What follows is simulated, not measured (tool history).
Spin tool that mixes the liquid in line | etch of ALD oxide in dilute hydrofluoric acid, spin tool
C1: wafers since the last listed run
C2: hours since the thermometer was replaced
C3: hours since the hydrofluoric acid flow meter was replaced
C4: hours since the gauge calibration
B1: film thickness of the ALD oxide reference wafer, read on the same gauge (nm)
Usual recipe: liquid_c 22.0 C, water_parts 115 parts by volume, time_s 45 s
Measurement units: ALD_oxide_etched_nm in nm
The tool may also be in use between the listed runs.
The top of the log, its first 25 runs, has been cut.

run 26 day=12.642 | liquid_c=26.5 water_parts=170 time_s=60 | C1=76 C2=749.0 C3=66.1 C4=560.0 | B1=90.00 | ALD_oxide_etched_nm=8.97
run 27 day=13.088 | liquid_c=27.0 water_parts=135 time_s=65 | C1=122 C2=759.7 C3=76.8 C4=570.7 | B1=89.99 | ALD_oxide_etched_nm=13.15
run 28 day=13.621 | liquid_c=22.0 water_parts=170 time_s=70 | C1=146 C2=772.5 C3=89.6 C4=583.5 | B1=89.96 | ALD_oxide_etched_nm=8.87
-- day=13.717 gauge calibrated
-- day=14.467 thermometer replaced
run 29 day=15.054 | liquid_c=26.0 water_parts=100 time_s=25 | C1=382 C2=14.1 C3=124.0 C4=32.1 | B1=89.95 | ALD_oxide_etched_nm=6.27
run 30 day=15.346 | liquid_c=22.0 water_parts=85 time_s=45 | C1=80 C2=21.1 C3=131.0 C4=39.1 | B1=90.00 | ALD_oxide_etched_nm=11.56
run 31 day=15.721 | liquid_c=24.0 water_parts=115 time_s=40 | C1=103 C2=30.1 C3=140.0 C4=48.1 | B1=90.03 | ALD_oxide_etched_nm=7.88
run 32 day=16.150 | liquid_c=20.0 water_parts=175 time_s=25 | C1=118 C2=40.4 C3=150.3 C4=58.4 | B1=89.98 | ALD_oxide_etched_nm=2.60
run 33 day=16.812 | liquid_c=23.5 water_parts=150 time_s=30 | C1=182 C2=56.3 C3=166.2 C4=74.3 | B1=90.02 | ALD_oxide_etched_nm=4.32
run 34 day=18.062 | liquid_c=23.5 water_parts=75 time_s=55 | C1=343 C2=86.3 C3=196.2 C4=104.3 | B1=89.98 | ALD_oxide_etched_nm=17.53
run 35 day=18.767 | liquid_c=22.0 water_parts=95 time_s=25 | C1=193 C2=103.2 C3=213.1 C4=121.2 | B1=90.04 | ALD_oxide_etched_nm=5.69
run 36 day=19.483 | liquid_c=18.0 water_parts=115 time_s=25 | C1=197 C2=120.4 C3=230.3 C4=138.4 | B1=89.99 | ALD_oxide_etched_nm=3.97

Branching from run 36: 3 alternative next runs. What would each branch give?
run A day=19.500 | liquid_c=22.0 water_parts=115 time_s=70 | C1=4 C2=120.8 C3=230.7 C4=138.8 | B1=? | ALD_oxide_etched_nm=?
run B day=19.500 | liquid_c=22.0 water_parts=90 time_s=20 | C1=4 C2=120.8 C3=230.7 C4=138.8 | B1=? | ALD_oxide_etched_nm=?
run C day=19.500 | liquid_c=20.0 water_parts=115 time_s=45 | C1=4 C2=120.8 C3=230.7 C4=138.8 | B1=? | ALD_oxide_etched_nm=?

run=A B1=89.98 ALD_oxide_etched_nm=13.00
run=B B1=89.98 ALD_oxide_etched_nm=4.89
run=C B1=89.98 ALD_oxide_etched_nm=7.71
The same runs, with their run-to-run variation unchanged, on a tool lacking any hidden condition would have given:
run=A ALD_oxide_etched_nm=12.77
run=B ALD_oxide_etched_nm=4.80
run=C ALD_oxide_etched_nm=7.58
